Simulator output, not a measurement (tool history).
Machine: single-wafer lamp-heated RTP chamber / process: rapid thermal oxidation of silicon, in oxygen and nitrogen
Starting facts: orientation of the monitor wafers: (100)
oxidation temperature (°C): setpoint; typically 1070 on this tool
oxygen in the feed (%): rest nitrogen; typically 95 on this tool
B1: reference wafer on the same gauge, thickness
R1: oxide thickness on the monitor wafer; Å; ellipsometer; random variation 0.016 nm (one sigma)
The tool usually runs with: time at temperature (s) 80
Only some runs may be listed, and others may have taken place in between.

{"run": 1, "hour": 0.0, "oxidation temperature (°C)": 1081, "time at temperature (s)": 80, "oxygen in the feed (%)": 95, "B1": 12.401, "R1": 115.21}
{"run": 2, "hour": 9.6, "oxidation temperature (°C)": 1070, "time at temperature (s)": 80, "oxygen in the feed (%)": 95, "B1": 12.4, "R1": 107.05}
{"run": 3, "hour": 26.6, "oxidation temperature (°C)": 1070, "time at temperature (s)": 80, "oxygen in the feed (%)": 95, "B1": 12.403, "R1": 107.45}
{"run": 4, "hour": 41.7, "oxidation temperature (°C)": 1070, "time at temperature (s)": 80, "oxygen in the feed (%)": 95, "B1": 12.401, "R1": 107.51}
{"hour": 51.5, "done": "pyrometer window cleaned and pyrometer calibrated"}
{"run": 5, "hour": 57.3, "oxidation temperature (°C)": 1056, "time at temperature (s)": 80, "oxygen in the feed (%)": 95, "B1": 12.396, "R1": 97.14}
{"run": 6, "hour": 79.7, "oxidation temperature (°C)": 1056, "time at temperature (s)": 80, "oxygen in the feed (%)": 95, "B1": 12.4, "R1": 96.92}
{"run": 7, "hour": 89.5, "oxidation temperature (°C)": 1087, "time at temperature (s)": 63, "oxygen in the feed (%)": 95, "B1": 12.397, "R1": 107.03}
{"run": 8, "hour": 104.9, "oxidation temperature (°C)": 1087, "time at temperature (s)": 63, "oxygen in the feed (%)": 95, "B1": 12.4, "R1": 107.27}
{"run": 9, "hour": 117.0, "oxidation temperature (°C)": 1070, "time at temperature (s)": 80, "oxygen in the feed (%)": 95, "B1": 12.397, "R1": 106.76}
{"run": 10, "hour": 134.6, "oxidation temperature (°C)": 1070, "time at temperature (s)": 80, "oxygen in the feed (%)": 95, "B1": 12.392, "R1": 106.73}
{"run": 11, "hour": 149.1, "oxidation temperature (°C)": 1070, "time at temperature (s)": 80, "oxygen in the feed (%)": 95, "B1": 12.397, "R1": 106.91}
{"run": 12, "hour": 160.0, "oxidation temperature (°C)": 1070, "time at temperature (s)": 80, "oxygen in the feed (%)": 95, "B1": 12.398, "R1": 106.87}
{"run": 13, "hour": 179.0, "oxidation temperature (°C)": 1070, "time at temperature (s)": 55, "oxygen in the feed (%)": 95, "B1": 12.399, "R1": 90.4}
{"run": 14, "hour": 192.7, "oxidation temperature (°C)": 1070, "time at temperature (s)": 55, "oxygen in the feed (%)": 95, "B1": 12.403, "R1": 90.29}
{"hour": 202.9, "done": "pyrometer window cleaned and pyrometer calibrated"}
{"run": 15, "hour": 208.6, "oxidation temperature (°C)": 1070, "time at temperature (s)": 55, "oxygen in the feed (%)": 95, "B1": 12.408, "R1": 89.98}
{"run": 16, "hour": 223.5, "oxidation temperature (°C)": 1064, "time at temperature (s)": 80, "oxygen in the feed (%)": 95, "B1": 12.399, "R1": 102.43}
{"run": 17, "hour": 236.5, "oxidation temperature (°C)": 1048, "time at temperature (s)": 103, "oxygen in the feed (%)": 76, "B1": 12.395, "R1": 94.98}
{"run": 18, "hour": 249.9, "oxidation temperature (°C)": 1070, "time at temperature (s)": 80, "oxygen in the feed (%)": 95, "B1": 12.402, "R1": 106.88}
{"hour": 275.1, "done": "gauge calibrated"}
{"run": 19, "hour": 280.3, "oxidation temperature (°C)": 1070, "time at temperature (s)": 80, "oxygen in the feed (%)": 95, "B1": 12.4, "R1": 107.0}
{"run": 20, "hour": 292.1, "oxidation temperature (°C)": 1095, "time at temperature (s)": 96, "oxygen in the feed (%)": 81, "B1": 12.4, "R1": 129.01}
{"run": 21, "hour": 298.1, "oxidation temperature (°C)": 1047, "time at temperature (s)": 113, "oxygen in the feed (%)": 82, "B1": 12.397, "R1": 101.46}
{"run": 22, "hour": 309.0, "oxidation temperature (°C)": 1070, "time at temperature (s)": 80, "oxygen in the feed (%)": 95, "B1": 12.4, "R1": 106.49}
{"run": 23, "hour": 325.3, "oxidation temperature (°C)": 1061, "time at temperature (s)": 80, "oxygen in the feed (%)": 95, "B1": 12.398, "R1": 100.6}
{"run": 24, "hour": 335.1, "oxidation temperature (°C)": 1070, "time at temperature (s)": 80, "oxygen in the feed (%)": 95, "B1": 12.399, "R1": 106.91}
{"hour": 346.6, "done": "oxygen flow controller replaced"}
{"run": 25, "hour": 347.1, "oxidation temperature (°C)": 1095, "time at temperature (s)": 58, "oxygen in the feed (%)": 98, "B1": 12.401, "R1": 110.49}
{"hour": 357.6, "done": "pyrometer window cleaned and pyrometer calibrated"}
{"run": 26, "hour": 358.1, "oxidation temperature (°C)": 1060, "time at temperature (s)": 117, "oxygen in the feed (%)": 95, "B1": 12.407, "R1": 118.47}
{"run": 27, "hour": 368.2, "oxidation temperature (°C)": 1070, "time at temperature (s)": 80, "oxygen in the feed (%)": 95, "B1": 12.407, "R1": 106.68}
{"run": 28, "hour": 379.1, "oxidation temperature (°C)": 1070, "time at temperature (s)": 80, "oxygen in the feed (%)": 95, "B1": 12.399, "R1": 106.53}
{"run": 29, "hour": 391.4, "oxidation temperature (°C)": 1081, "time at temperature (s)": 80, "oxygen in the feed (%)": 98, "B1": 12.4, "R1": 116.14}
{"run": 30, "hour": 405.1, "oxidation temperature (°C)": 1080, "time at temperature (s)": 80, "oxygen in the feed (%)": 79, "B1": 12.399, "R1": 106.42}
{"run": 31, "hour": 412.2, "oxidation temperature (°C)": 1057, "time at temperature (s)": 80, "oxygen in the feed (%)": 95, "B1": 12.401, "R1": 97.76}
{"run": 32, "hour": 424.2, "oxidation temperature (°C)": 1070, "time at temperature (s)": 80, "oxygen in the feed (%)": 95, "B1": 12.404, "R1": 106.54}
{"run": 33, "hour": 440.3, "oxidation temperature (°C)": 1070, "time at temperature (s)": 80, "oxygen in the feed (%)": 95, "B1": 12.404, "R1": 106.73}
{"run": 34, "hour": 448.7, "oxidation temperature (°C)": 1070, "time at temperature (s)": 80, "oxygen in the feed (%)": 95, "B1": 12.401, "R1": 106.72}
{"run": 35, "hour": 456.1, "oxidation temperature (°C)": 1070, "time at temperature (s)": 62, "oxygen in the feed (%)": 78, "B1": 12.4, "R1": 88.62}
{"run": 36, "hour": 472.4, "oxidation temperature (°C)": 1070, "time at temperature (s)": 53, "oxygen in the feed (%)": 95, "B1": 12.405, "R1": 88.78}
{"run": 37, "hour": 487.2, "oxidation temperature (°C)": 1041, "time at temperature (s)": 49, "oxygen in the feed (%)": 72, "B1": 12.402, "R1": 64.18}

Forecast each of these 5 alternatives for the next run:
{"run": "A", "hour": 487.6, "oxidation temperature (°C)": 1070, "time at temperature (s)": 80, "oxygen in the feed (%)": 95, "B1": "?", "R1": "?"}
{"run": "B", "hour": 487.6, "oxidation temperature (°C)": 1084, "time at temperature (s)": 80, "oxygen in the feed (%)": 84, "B1": "?", "R1": "?"}
{"run": "C", "hour": 487.6, "oxidation temperature (°C)": 1070, "time at temperature (s)": 97, "oxygen in the feed (%)": 95, "B1": "?", "R1": "?"}
{"run": "D", "hour": 487.6, "oxidation temperature (°C)": 1070, "time at temperature (s)": 80, "oxygen in the feed (%)": 98, "B1": "?", "R1": "?"}
{"run": "E", "hour": 487.6, "oxidation temperature (°C)": 1095, "time at temperature (s)": 44, "oxygen in the feed (%)": 95, "B1": "?", "R1": "?"}

run=A B1=12.404 R1=106.87
run=B B1=12.404 R1=112.07
run=C B1=12.404 R1=116.73
run=D B1=12.404 R1=108.08
run=E B1=12.404 R1=96.20
With the hidden condition removed and each run's random variation left untouched, the same runs would have given:
run=A R1=106.32
run=B R1=111.51
run=C R1=116.14
run=D R1=107.53
run=E R1=95.73

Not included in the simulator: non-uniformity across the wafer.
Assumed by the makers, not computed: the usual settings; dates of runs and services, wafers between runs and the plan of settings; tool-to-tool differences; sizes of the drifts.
